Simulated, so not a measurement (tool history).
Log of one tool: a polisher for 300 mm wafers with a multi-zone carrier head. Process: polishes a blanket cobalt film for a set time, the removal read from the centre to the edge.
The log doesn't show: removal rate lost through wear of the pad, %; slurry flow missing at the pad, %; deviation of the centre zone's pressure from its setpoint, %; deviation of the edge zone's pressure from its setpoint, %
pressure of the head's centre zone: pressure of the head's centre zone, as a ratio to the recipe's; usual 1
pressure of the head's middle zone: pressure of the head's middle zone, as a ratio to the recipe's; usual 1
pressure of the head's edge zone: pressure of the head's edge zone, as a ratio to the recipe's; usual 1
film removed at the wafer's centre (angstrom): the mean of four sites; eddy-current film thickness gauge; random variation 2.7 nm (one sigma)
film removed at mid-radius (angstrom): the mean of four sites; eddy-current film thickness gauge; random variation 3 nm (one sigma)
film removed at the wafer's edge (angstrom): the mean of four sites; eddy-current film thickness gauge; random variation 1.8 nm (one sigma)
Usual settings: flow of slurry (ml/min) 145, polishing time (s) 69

run    hour  flow of slurry (ml/min)  pressure of the head's centre zone  pressure of the head's middle zone  pressure of the head's edge zone  polishing time (s)  wafers since the last listed run  wafers polished on this pad  hours since the slurry nozzle was cleaned  hours since the centre zone pressure was calibrated  hours since the edge zone pressure was calibrated  hours since the carrier head's membrane was replaced  incoming thickness of the incoming film, nm  film removed at the wafer's centre (angstrom)  film removed at mid-radius (angstrom)  film removed at the wafer's edge (angstrom)
  1       0                      145                                   1                                   1                                 1                  62                                 0                           37                                      498.1                                                191.9                                              178.7                                                1392.3                                       1153.7                                           1972                                   2041                                         2036
       37.8  -- slurry nozzle cleaned
  2    58.7                      145                                   1                                   1                                 1                  69                               358                          395                                       20.9                                                250.6                                              237.4                                                  1451                                       1149.1                                           2460                                   2409                                         2375
  3   121.5                      145                                   1                                   1                                 1                  69                               390                          785                                       83.7                                                313.4                                              300.2                                                1513.8                                       1160.2                                           2420                                   2433                                         2369
  4   181.3                      145                                   1                                   1                                 1                  69                               371                         1157                                      143.5                                                373.2                                                360                                                1573.6                                       1148.6                                           2400                                   2368                                         2379
  5   243.5                      145                                   1                                   1                                 1                  69                               386                         1543                                      205.7                                                435.4                                              422.2                                                1635.8                                       1149.4                                           2341                                   2373                                         2334
        271  -- edge zone pressure recalibrated
      316.7  -- centre zone pressure recalibrated
  6   340.7                      170                                   1                                1.09                                 1                  69                               579                         2122                                      302.9                                                   24                                               69.7                                                  1733                                       1162.8                                           2374                                   2555                                         2364
  7   377.2                      145                                   1                                   1                               1.1                  58                               226                         2349                                      339.4                                                 60.5                                              106.2                                                1769.5                                       1159.5                                           1939                                   1944                                         2052
      438.4  -- worn pad replaced by a new one
  8   441.3                      145                                1.07                                   1                                 1                  69                               373                           17                                      403.5                                                124.6                                              170.3                                                1833.6                                       1159.6                                           2433                                   2279                                         2293
  9   495.4                      145                                   1                                   1                                 1                  69                               336                          354                                      457.6                                                178.7                                              224.4                                                1887.7                                       1148.9                                           2277                                   2285                                         2304
      532.7  -- slurry nozzle cleaned
      544.1  -- carrier head's membrane replaced by a new one
 10   599.4                      170                                   1                                   1                                 1                  69                               608                          962                                       66.7                                                282.7                                              328.4                                                  55.3                                       1133.8                                           2480                                   2416                                         2390
 11   703.4                      145                                0.89                                0.92                              0.93                  69                               646                         1609                                      170.7                                                386.7                                              432.4                                                 159.3                                       1158.7                                           2070                                   2206                                         2286
      732.2  -- centre zone pressure recalibrated
      766.9  -- edge zone pressure recalibrated
 12   793.5                      195                                   1                                   1                                 1                  69                               534                         2144                                      260.8                                                 61.3                                               26.6                                                 249.4                                       1170.3                                           2426                                   2463                                         2410
 13   899.4                      145                                   1                                0.92                                 1                  69                               658                         2802                                      366.7                                                167.2                                              132.5                                                 355.3                                         1128                                           2293                                   2114                                         2299
      958.8  -- worn pad replaced by a new one
 14   975.7                      145                                 1.1                                   1                              1.05                  69                               449                          104                                        443                                                243.5                                              208.8                                                 431.6                                         1143                                           2447                                   2236                                         2346
     1017.8  -- slurry nozzle cleaned
 15  1046.8                      145                                   1                                0.95                                 1                  69                               435                          540                                         29                                                314.6                                              279.9                                                 502.7                                       1150.3                                           2428                                   2354                                         2385
 16  1136.5                      145                                   1                                1.09                                 1                  69                               557                         1097                                      118.7                                                404.3                                              369.6                                                 592.4                                       1155.8                                           2447                                   2580                                         2341
     1160.3  -- centre zone pressure recalibrated
 17  1216.5                      145                                   1                                   1                               1.1                  69                               484                         1582                                      198.7                                                 56.2                                              449.6                                                 672.4                                       1165.4                                           2356                                   2333                                         2474
 18    1302                      145                                   1                                   1                                 1                  69                               531                         2113                                      284.2                                                141.7                                              535.1                                                 757.9                                       1124.2                                           2385                                   2333                                         2360
     1327.2  -- edge zone pressure recalibrated
 19  1349.4                      145                                0.93                                1.07                              1.08                  50                               282                         2395                                      331.6                                                189.1                                               22.2                                                 805.3                                       1128.8                                           1596                                   1796                                         1762
     1449.7  -- worn pad replaced by a new one
 20  1457.4                      145                                   1                                   1                               1.1                  58                               646                           47                                      439.6                                                297.1                                              130.2                                                 913.3                                       1153.6                                           1925                                   1930                                         2049
 21    1531                      115                                1.07                                   1                              1.07                  69                               457                          505                                      513.2                                                370.7                                              203.8                                                 986.9                                         1136                                           2301                                   2215                                         2280

5 ways to go on from here, each from the tool as it stands after run 21. What would each give?
  A  1531.4                      145                                   1                                0.94                                 1                  69                                 2                          507                                      513.6                                                371.1                                              204.2                                                 987.3                                       1134.9                                              ?                                      ?                                            ?
  B  1531.4                      180                                   1                                0.96                              0.93                  69                                 2                          507                                      513.6                                                371.1                                              204.2                                                 987.3                                       1134.9                                              ?                                      ?                                            ?
  C  1531.4                      175                                   1                                0.92                                 1                  69                                 2                          507                                      513.6                                                371.1                                              204.2                                                 987.3                                       1134.9                                              ?                                      ?                                            ?
  D  1531.4                      145                                   1                                1.06                                 1                  69                                 2                          507                                      513.6                                                371.1                                              204.2                                                 987.3                                       1134.9                                              ?                                      ?                                            ?
  E  1531.4                      170                                1.08                                   1                              1.04                  69                                 2                          507                                      513.6                                                371.1                                              204.2                                                 987.3                                       1134.9                                              ?                                      ?                                            ?

run  film removed at the wafer's centre (angstrom)  film removed at mid-radius (angstrom)  film removed at the wafer's edge (angstrom)
  A                                           2235                                   2203                                         2309
  B                                           2335                                   2329                                         2289
  C                                           2321                                   2237                                         2363
  D                                           2237                                   2438                                         2305
  E                                           2496                                   2386                                         2397
Without the tool's hidden state the same runs would have given:
run  film removed at the wafer's centre (angstrom)  film removed at mid-radius (angstrom)  film removed at the wafer's edge (angstrom)
  A                                           2422                                   2363                                         2425
  B                                           2501                                   2474                                         2390
  C                                           2490                                   2379                                         2469
  D                                           2424                                   2615                                         2421
  E                                           2681                                   2541                                         2507
